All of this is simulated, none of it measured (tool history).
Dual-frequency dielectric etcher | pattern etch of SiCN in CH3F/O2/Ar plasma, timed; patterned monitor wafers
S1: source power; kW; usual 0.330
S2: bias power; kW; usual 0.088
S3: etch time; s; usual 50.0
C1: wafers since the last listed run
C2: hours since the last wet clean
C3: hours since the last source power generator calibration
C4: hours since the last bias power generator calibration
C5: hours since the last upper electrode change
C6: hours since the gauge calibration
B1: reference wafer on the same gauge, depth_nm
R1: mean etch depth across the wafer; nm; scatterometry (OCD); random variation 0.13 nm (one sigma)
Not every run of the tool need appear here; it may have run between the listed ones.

run	hour	S1	S2	S3	C1	C2	C3	C4	C5	C6	B1	R1
1	0.0	0.330	0.088	50.0	0	110.6	2339.5	1273.5	1706.2	1105.2	18.92	20.20
2	96.0	0.330	0.088	50.0	701	206.6	2435.5	1369.5	1802.2	1201.2	18.97	20.22
# hour 135.8: bias power generator calibrated
3	248.6	0.330	0.088	50.0	1085	359.2	2588.1	112.8	1954.8	1353.8	18.99	20.20
4	284.9	0.270	0.088	50.0	265	395.5	2624.4	149.1	1991.1	1390.1	19.00	18.66
5	343.2	0.270	0.088	50.0	425	453.8	2682.7	207.4	2049.4	1448.4	18.98	18.61
# hour 419.1: source power generator calibrated
6	428.1	0.270	0.088	50.0	591	538.7	9.0	292.3	2134.3	1533.3	19.03	18.77
# hour 493.0: wet clean of the chamber
7	494.1	0.280	0.088	50.0	306	1.1	75.0	358.3	2200.3	1599.3	19.04	19.22
8	560.5	0.380	0.088	42.5	485	67.5	141.4	424.7	2266.7	1665.7	19.03	18.08
9	620.1	0.380	0.088	42.5	435	127.1	201.0	484.3	2326.3	1725.3	19.07	18.32
10	690.5	0.330	0.088	50.0	514	197.5	271.4	554.7	2396.7	1795.7	19.06	20.09
11	738.9	0.330	0.079	50.0	353	245.9	319.8	603.1	2445.1	1844.1	19.06	19.53
12	794.0	0.330	0.080	50.0	402	301.0	374.9	658.2	2500.2	1899.2	19.08	19.67
13	835.0	0.380	0.088	42.5	299	342.0	415.9	699.2	2541.2	1940.2	19.06	18.22
14	912.6	0.380	0.097	63.0	566	419.6	493.5	776.8	2618.8	2017.8	19.08	27.95
# hour 1023.2: wet clean of the chamber
15	1231.3	0.330	0.088	50.0	2152	208.1	812.2	1095.5	2937.5	2336.5	19.13	20.46
16	1301.8	0.270	0.102	55.0	515	278.6	882.7	1166.0	3008.0	2407.0	19.11	21.64
17	1364.2	0.330	0.088	50.0	455	341.0	945.1	1228.4	3070.4	2469.4	19.12	20.58
18	1453.7	0.330	0.088	50.0	653	430.5	1034.6	1317.9	3159.9	2558.9	19.13	20.16
19	1494.6	0.410	0.096	44.5	298	471.4	1075.5	1358.8	3200.8	2599.8	19.14	20.24
# hour 1561.5: upper electrode replaced
20	1562.0	0.330	0.099	44.5	317	538.8	1142.9	1426.2	0.5	2667.2	19.13	18.87
# hour 1565.5: gauge calibrated
21	1592.4	0.330	0.098	43.5	222	569.2	1173.3	1456.6	30.9	26.9	18.12	17.37
# hour 1626.2: wet clean of the chamber
22	1656.5	0.330	0.088	59.0	292	30.3	1237.4	1520.7	95.0	91.0	18.19	22.64
23	1735.6	0.360	0.080	55.0	577	109.4	1316.5	1599.8	174.1	170.1	18.26	21.46
24	1784.9	0.330	0.088	50.0	360	158.7	1365.8	1649.1	223.4	219.4	18.31	19.55
# hour 1804.3: bias power generator calibrated
25	1879.9	0.330	0.088	50.0	664	253.7	1460.8	75.6	318.4	314.4	18.41	19.62
26	1955.6	0.330	0.073	59.0	553	329.4	1536.5	151.3	394.1	390.1	18.47	21.99
27	2044.8	0.410	0.067	36.0	651	418.6	1625.7	240.5	483.3	479.3	18.53	14.61
28	2096.1	0.330	0.088	50.0	374	469.9	1677.0	291.8	534.6	530.6	18.53	19.91
29	2147.6	0.330	0.072	63.5	376	521.4	1728.5	343.3	586.1	582.1	18.60	23.70
# hour 2212.3: wet clean of the chamber
30	2212.8	0.390	0.107	41.5	300	0.5	1793.7	408.5	651.3	647.3	18.63	18.54

Pick out some run-to-run changes in R1. Of each, how much would a tool without hidden state show as well, from the settings, what came in and chance, and how much is left for the hidden state and any gauge scatter not in both results compared?
Hidden state at play: etch rate over this chamber's usual, %; source power that arrives over what is set, %; bias power that arrives over what is set, %; gauge reads high (%).
Run 13 -> 14: S2 0.088 -> 0.097, S3 42.5 -> 63.0. R1 +9.73 nm: hidden state +0.46, all else +9.27.
Run 14 -> 15: S1 0.380 -> 0.330, S2 0.097 -> 0.088, S3 63.0 -> 50.0, wet clean of the chamber. R1 -7.49 nm: hidden state -0.32, all else -7.17.
Run 20 -> 21: S2 0.099 -> 0.098, S3 44.5 -> 43.5, gauge calibrated. R1 -1.50 nm: hidden state -0.99, all else -0.51.
Run 26 -> 27: S1 0.330 -> 0.410, S2 0.073 -> 0.067, S3 59.0 -> 36.0. R1 -7.38 nm: hidden state -0.06, all else -7.32.
